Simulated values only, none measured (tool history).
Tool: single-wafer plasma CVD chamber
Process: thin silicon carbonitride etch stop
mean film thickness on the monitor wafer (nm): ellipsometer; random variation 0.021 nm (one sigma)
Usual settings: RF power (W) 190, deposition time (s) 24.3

run   hour  RF power (W)  deposition time (s)  wafers since the last listed run  hours since the last thermocouple change  hours since the last RF generator calibration  hours since the showerhead was replaced  hours since the gauge calibration  read-back reference wafer on the same gauge, thickness_nm  mean film thickness on the monitor wafer (nm)
  1      0           190                 24.3                                 0                                    2156.3                                         1601.7                                   3187.9                                191                                                     12.701                                         13.508
  2   31.2           190                 24.3                               425                                    2187.5                                         1632.9                                   3219.1                              222.2                                                       12.7                                         13.507
  3   65.3           190                 24.3                               464                                    2221.6                                           1667                                   3253.2                              256.3                                                     12.702                                         13.504
  4   92.6           190                 24.3                               371                                    2248.9                                         1694.3                                   3280.5                              283.6                                                     12.702                                         13.469
  5  121.6           165                 24.3                               395                                    2277.9                                         1723.3                                   3309.5                              312.6                                                     12.702                                         12.781
  6  144.9           165                 24.3                               317                                    2301.2                                         1746.6                                   3332.8                              335.9                                                     12.699                                         12.784
  7  163.6           165                 24.3                               254                                    2319.9                                         1765.3                                   3351.5                              354.6                                                     12.696                                         12.819
     180.1  -- showerhead replaced
  8  187.7           190                 21.7                               219                                      2344                                         1789.4                                      7.6                              378.7                                                     12.704                                         12.036
  9  215.5           170                 20.7                               378                                    2371.8                                         1817.2                                     35.4                              406.5                                                     12.699                                             11
     222.6  -- gauge calibrated
 10  245.2           220                 22.3                               404                                    2401.5                                         1846.9                                     65.1                               22.6                                                       12.7                                         13.044
 11  273.5           190                 24.3                               385                                    2429.8                                         1875.2                                     93.4                               50.9                                                       12.7                                         13.468
     287.8  -- thermocouple changed; heater temperature recalibrated
 12  309.1           190                 24.3                               375                                      21.3                                         1910.8                                      129                               86.5                                                     12.701                                          13.48
 13  331.4           205                 26.7                               303                                      43.6                                         1933.1                                    151.3                              108.8                                                     12.699                                         15.177
 14  356.2           210                 20.4                               337                                      68.4                                         1957.9                                    176.1                              133.6                                                       12.7                                         11.716
     372.8  -- RF generator calibrated
 15  378.3           165                 19.8                               192                                      90.5                                            5.5                                    198.2                              155.7                                                     12.695                                         10.709
 16  408.4           210                 20.7                               410                                     120.6                                           35.6                                    228.3                              185.8                                                       12.7                                         12.223
 17  420.8           175                 24.3                               168                                       133                                             48                                    240.7                              198.2                                                     12.694                                         13.399
 18  446.3           220                 24.3                               347                                     158.5                                           73.5                                    266.2                              223.7                                                     12.695                                         14.619
 19  477.3           210                 19.8                               422                                     189.5                                          104.5                                    297.2                              254.7                                                     12.707                                         11.675

Forecast each of these 3 alternatives for the next run:
  A  477.7           190                 24.3                                 5                                     189.9                                          104.9                                    297.6                              255.1                                                          ?                                              ?
  B  477.7           215                 20.1                                 5                                     189.9                                          104.9                                    297.6                              255.1                                                          ?                                              ?
  C  477.7           215                 28.6                                 5                                     189.9                                          104.9                                    297.6                              255.1                                                          ?                                              ?

run  read-back reference wafer on the same gauge, thickness_nm  mean film thickness on the monitor wafer (nm)
  A                                                     12.705                                         13.837
  B                                                     12.705                                         11.974
  C                                                     12.705                                         17.038
Without the tool's hidden state the same runs would have given:
run  mean film thickness on the monitor wafer (nm)
  A                                         13.864
  B                                         11.997
  C                                          17.07
